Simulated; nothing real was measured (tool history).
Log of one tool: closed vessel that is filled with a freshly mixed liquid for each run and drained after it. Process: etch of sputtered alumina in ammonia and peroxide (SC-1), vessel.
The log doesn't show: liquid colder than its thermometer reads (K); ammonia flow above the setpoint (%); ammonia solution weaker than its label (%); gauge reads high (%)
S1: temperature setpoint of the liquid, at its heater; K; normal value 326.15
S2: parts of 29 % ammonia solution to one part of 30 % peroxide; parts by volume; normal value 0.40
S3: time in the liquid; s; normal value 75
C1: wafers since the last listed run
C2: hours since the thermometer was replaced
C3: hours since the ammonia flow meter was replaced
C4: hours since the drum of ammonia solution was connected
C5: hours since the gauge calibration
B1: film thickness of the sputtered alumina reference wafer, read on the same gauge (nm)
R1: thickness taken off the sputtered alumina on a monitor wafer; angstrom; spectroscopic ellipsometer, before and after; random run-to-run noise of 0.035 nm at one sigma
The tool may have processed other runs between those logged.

{"run": 1, "hour": 0.0, "S1": 331.65, "S2": 0.4, "S3": 85, "C1": 0, "C2": 1398.2, "C3": 1476.3, "C4": 234.6, "C5": 810.5, "B1": 40.034, "R1": 59.16}
{"hour": 35.5, "done": "new drum of ammonia solution connected"}
{"run": 2, "hour": 36.0, "S1": 326.15, "S2": 0.4, "S3": 75, "C1": 3789, "C2": 1434.2, "C3": 1512.3, "C4": 0.5, "C5": 846.5, "B1": 40.009, "R1": 38.55}
{"run": 3, "hour": 96.1, "S1": 326.15, "S2": 0.4, "S3": 75, "C1": 6506, "C2": 1494.3, "C3": 1572.4, "C4": 60.6, "C5": 906.6, "B1": 39.981, "R1": 37.99}
{"run": 4, "hour": 134.0, "S1": 326.15, "S2": 0.4, "S3": 75, "C1": 4103, "C2": 1532.2, "C3": 1610.3, "C4": 98.5, "C5": 944.5, "B1": 40.01, "R1": 37.85}
{"run": 5, "hour": 202.1, "S1": 326.15, "S2": 0.4, "S3": 75, "C1": 7372, "C2": 1600.3, "C3": 1678.4, "C4": 166.6, "C5": 1012.6, "B1": 40.005, "R1": 38.26}
{"run": 6, "hour": 240.8, "S1": 326.15, "S2": 0.4, "S3": 75, "C1": 4189, "C2": 1639.0, "C3": 1717.1, "C4": 205.3, "C5": 1051.3, "B1": 40.015, "R1": 37.96}
{"run": 7, "hour": 291.0, "S1": 326.15, "S2": 0.4, "S3": 75, "C1": 5434, "C2": 1689.2, "C3": 1767.3, "C4": 255.5, "C5": 1101.5, "B1": 40.0, "R1": 38.08}
{"hour": 300.5, "done": "new drum of ammonia solution connected"}
{"run": 8, "hour": 358.6, "S1": 326.15, "S2": 0.4, "S3": 75, "C1": 7210, "C2": 1756.8, "C3": 1834.9, "C4": 58.1, "C5": 1169.1, "B1": 39.998, "R1": 37.98}
{"run": 9, "hour": 525.3, "S1": 326.15, "S2": 0.4, "S3": 75, "C1": 18046, "C2": 1923.5, "C3": 2001.6, "C4": 224.8, "C5": 1335.8, "B1": 40.012, "R1": 38.04}
{"hour": 573.8, "done": "new drum of ammonia solution connected"}
{"run": 10, "hour": 591.5, "S1": 326.15, "S2": 0.4, "S3": 75, "C1": 7058, "C2": 1989.7, "C3": 2067.8, "C4": 17.7, "C5": 1402.0, "B1": 39.953, "R1": 37.85}
{"hour": 623.8, "done": "gauge calibrated"}
{"run": 11, "hour": 636.8, "S1": 331.65, "S2": 0.4, "S3": 75, "C1": 4904, "C2": 2035.0, "C3": 2113.1, "C4": 63.0, "C5": 13.0, "B1": 39.998, "R1": 51.33}
{"run": 12, "hour": 702.0, "S1": 331.65, "S2": 0.4, "S3": 75, "C1": 7058, "C2": 2100.2, "C3": 2178.3, "C4": 128.2, "C5": 78.2, "B1": 39.99, "R1": 51.3}
{"run": 13, "hour": 770.5, "S1": 319.65, "S2": 0.4, "S3": 75, "C1": 7415, "C2": 2168.7, "C3": 2246.8, "C4": 196.7, "C5": 146.7, "B1": 39.999, "R1": 26.35}
{"run": 14, "hour": 806.7, "S1": 322.15, "S2": 0.4, "S3": 75, "C1": 3919, "C2": 2204.9, "C3": 2283.0, "C4": 232.9, "C5": 182.9, "B1": 40.008, "R1": 30.38}
{"hour": 838.8, "done": "new drum of ammonia solution connected"}
{"run": 15, "hour": 854.7, "S1": 319.65, "S2": 0.4, "S3": 75, "C1": 5088, "C2": 2252.9, "C3": 2331.0, "C4": 15.9, "C5": 230.9, "B1": 39.99, "R1": 26.16}
{"run": 16, "hour": 895.7, "S1": 326.15, "S2": 0.4, "S3": 75, "C1": 4438, "C2": 2293.9, "C3": 2372.0, "C4": 56.9, "C5": 271.9, "B1": 39.961, "R1": 37.62}
{"run": 17, "hour": 924.8, "S1": 331.65, "S2": 0.35, "S3": 105, "C1": 3150, "C2": 2323.0, "C3": 2401.1, "C4": 86.0, "C5": 301.0, "B1": 40.0, "R1": 69.73}
{"run": 18, "hour": 1054.9, "S1": 326.15, "S2": 0.5, "S3": 75, "C1": 14084, "C2": 2453.1, "C3": 2531.2, "C4": 216.1, "C5": 431.1, "B1": 40.019, "R1": 37.53}
{"hour": 1063.1, "done": "thermometer replaced"}
{"hour": 1089.1, "done": "ammonia flow meter replaced"}
{"run": 19, "hour": 1092.2, "S1": 319.15, "S2": 0.2, "S3": 75, "C1": 3821, "C2": 29.1, "C3": 3.1, "C4": 253.4, "C5": 468.4, "B1": 40.005, "R1": 25.83}
{"hour": 1110.5, "done": "new drum of ammonia solution connected"}
{"run": 20, "hour": 1136.3, "S1": 323.15, "S2": 0.5, "S3": 100, "C1": 4666, "C2": 73.2, "C3": 47.2, "C4": 25.8, "C5": 512.5, "B1": 39.996, "R1": 46.58}
{"run": 21, "hour": 1195.1, "S1": 320.15, "S2": 0.45, "S3": 110, "C1": 6365, "C2": 132.0, "C3": 106.0, "C4": 84.6, "C5": 571.3, "B1": 39.964, "R1": 42.42}
{"run": 22, "hour": 1231.5, "S1": 317.65, "S2": 0.55, "S3": 100, "C1": 3940, "C2": 168.4, "C3": 142.4, "C4": 121.0, "C5": 607.7, "B1": 40.027, "R1": 34.53}
{"run": 23, "hour": 1266.5, "S1": 328.65, "S2": 0.4, "S3": 75, "C1": 3789, "C2": 203.4, "C3": 177.4, "C4": 156.0, "C5": 642.7, "B1": 39.969, "R1": 45.75}
{"run": 24, "hour": 1321.3, "S1": 326.15, "S2": 0.2, "S3": 35, "C1": 5932, "C2": 258.2, "C3": 232.2, "C4": 210.8, "C5": 697.5, "B1": 40.021, "R1": 17.57}
{"run": 25, "hour": 1346.7, "S1": 326.15, "S2": 0.4, "S3": 50, "C1": 2749, "C2": 283.6, "C3": 257.6, "C4": 236.2, "C5": 722.9, "B1": 39.993, "R1": 26.58}
{"run": 26, "hour": 1393.6, "S1": 323.15, "S2": 0.55, "S3": 75, "C1": 5077, "C2": 330.5, "C3": 304.5, "C4": 283.1, "C5": 769.8, "B1": 39.996, "R1": 34.82}
{"hour": 1402.3, "done": "new drum of ammonia solution connected"}
{"run": 27, "hour": 1427.1, "S1": 326.15, "S2": 0.3, "S3": 75, "C1": 3518, "C2": 364.0, "C3": 338.0, "C4": 24.8, "C5": 803.3, "B1": 39.998, "R1": 38.65}

3 options for the next run, each taken on its own from the tool as it stands now. Forecast them:
{"run": "A", "hour": 1427.8, "S1": 326.15, "S2": 0.4, "S3": 75, "C1": 75, "C2": 364.7, "C3": 338.7, "C4": 25.5, "C5": 804.0, "B1": "?", "R1": "?"}
{"run": "B", "hour": 1427.8, "S1": 326.15, "S2": 0.4, "S3": 90, "C1": 75, "C2": 364.7, "C3": 338.7, "C4": 25.5, "C5": 804.0, "B1": "?", "R1": "?"}
{"run": "C", "hour": 1427.8, "S1": 330.15, "S2": 0.4, "S3": 40, "C1": 75, "C2": 364.7, "C3": 338.7, "C4": 25.5, "C5": 804.0, "B1": "?", "R1": "?"}

run=A B1=40.022 R1=39.80
run=B B1=40.022 R1=47.76
run=C B1=40.022 R1=26.26
Stripped of hidden state, with their random variation kept, the same runs would have yielded:
run=A R1=40.30
run=B R1=48.36
run=C R1=26.58
